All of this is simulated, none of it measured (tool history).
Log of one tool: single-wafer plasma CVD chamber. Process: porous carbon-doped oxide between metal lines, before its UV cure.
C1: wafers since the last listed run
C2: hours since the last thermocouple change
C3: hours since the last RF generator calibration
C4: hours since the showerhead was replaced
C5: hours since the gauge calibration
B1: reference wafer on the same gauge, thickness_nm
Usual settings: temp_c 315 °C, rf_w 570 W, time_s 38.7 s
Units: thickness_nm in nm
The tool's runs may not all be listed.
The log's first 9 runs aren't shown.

run 10 hour=664.1 | temp_c=315 rf_w=570 time_s=38.7 | C1=2588 C2=245.6 C3=1177.6 C4=6025.5 C5=840.4 | B1=205.093 | thickness_nm=216.298
run 11 hour=722.9 | temp_c=315 rf_w=520 time_s=33.8 | C1=1700 C2=304.4 C3=1236.4 C4=6084.3 C5=899.2 | B1=204.939 | thickness_nm=181.793
run 12 hour=778.3 | temp_c=315 rf_w=520 time_s=33.8 | C1=1602 C2=359.8 C3=1291.8 C4=6139.7 C5=954.6 | B1=205.010 | thickness_nm=181.866
run 13 hour=883.1 | temp_c=322 rf_w=570 time_s=38.7 | C1=3031 C2=464.6 C3=1396.6 C4=6244.5 C5=1059.4 | B1=205.234 | thickness_nm=209.532
-- hour=945.0 thermocouple changed; heater temperature recalibrated, repeated, since the last time left the tool worse
run 14 hour=958.5 | temp_c=323 rf_w=570 time_s=33.4 | C1=1949 C2=13.5 C3=1472.0 C4=6319.9 C5=1134.8 | B1=204.691 | thickness_nm=174.651
-- hour=1046.1 showerhead replaced
run 15 hour=1056.6 | temp_c=323 rf_w=570 time_s=33.4 | C1=2606 C2=111.6 C3=1570.1 C4=10.5 C5=1232.9 | B1=205.152 | thickness_nm=175.485
run 16 hour=1155.1 | temp_c=323 rf_w=570 time_s=38.7 | C1=2848 C2=210.1 C3=1668.6 C4=109.0 C5=1331.4 | B1=205.141 | thickness_nm=202.268
run 17 hour=1192.5 | temp_c=323 rf_w=570 time_s=38.7 | C1=1081 C2=247.5 C3=1706.0 C4=146.4 C5=1368.8 | B1=205.135 | thickness_nm=202.736
-- hour=1204.8 gauge calibrated
run 18 hour=1236.6 | temp_c=302 rf_w=465 time_s=31.8 | C1=1275 C2=291.6 C3=1750.1 C4=190.5 C5=31.8 | B1=204.964 | thickness_nm=169.781
run 19 hour=1318.2 | temp_c=330 rf_w=470 time_s=38.7 | C1=2360 C2=373.2 C3=1831.7 C4=272.1 C5=113.4 | B1=204.884 | thickness_nm=181.159
run 20 hour=1358.6 | temp_c=309 rf_w=570 time_s=38.7 | C1=1168 C2=413.6 C3=1872.1 C4=312.5 C5=153.8 | B1=205.035 | thickness_nm=216.379
run 21 hour=1434.8 | temp_c=326 rf_w=675 time_s=40.7 | C1=2203 C2=489.8 C3=1948.3 C4=388.7 C5=230.0 | B1=204.968 | thickness_nm=227.774
run 22 hour=1534.1 | temp_c=315 rf_w=680 time_s=44.7 | C1=2872 C2=589.1 C3=2047.6 C4=488.0 C5=329.3 | B1=204.772 | thickness_nm=263.124
run 23 hour=1615.5 | temp_c=322 rf_w=485 time_s=43.1 | C1=2354 C2=670.5 C3=2129.0 C4=569.4 C5=410.7 | B1=205.040 | thickness_nm=212.675
run 24 hour=1666.0 | temp_c=315 rf_w=570 time_s=38.7 | C1=1460 C2=721.0 C3=2179.5 C4=619.9 C5=461.2 | B1=205.088 | thickness_nm=211.286
run 25 hour=1745.9 | temp_c=324 rf_w=670 time_s=43.1 | C1=2310 C2=800.9 C3=2259.4 C4=699.8 C5=541.1 | B1=205.160 | thickness_nm=241.364
-- hour=1825.5 RF generator calibrated
run 26 hour=1851.7 | temp_c=319 rf_w=500 time_s=43.3 | C1=2828 C2=906.7 C3=26.2 C4=805.6 C5=646.9 | B1=204.912 | thickness_nm=219.135
run 27 hour=1920.1 | temp_c=315 rf_w=570 time_s=38.7 | C1=1978 C2=975.1 C3=94.6 C4=874.0 C5=715.3 | B1=204.827 | thickness_nm=210.861
run 28 hour=1969.2 | temp_c=307 rf_w=490 time_s=41.8 | C1=1420 C2=1024.2 C3=143.7 C4=923.1 C5=764.4 | B1=204.961 | thickness_nm=221.881

The next listed run, before its measurement:
run 29 hour=2018.2 | temp_c=307 rf_w=570 time_s=45.1 | C1=1417 C2=1073.2 C3=192.7 C4=972.1 C5=813.4 | B1=? | thickness_nm=?

{"run 29": {"B1": 205.217, "thickness_nm": 254.316}}
Without the tool's hidden state the same run would have given thickness_nm 250.705 nm.
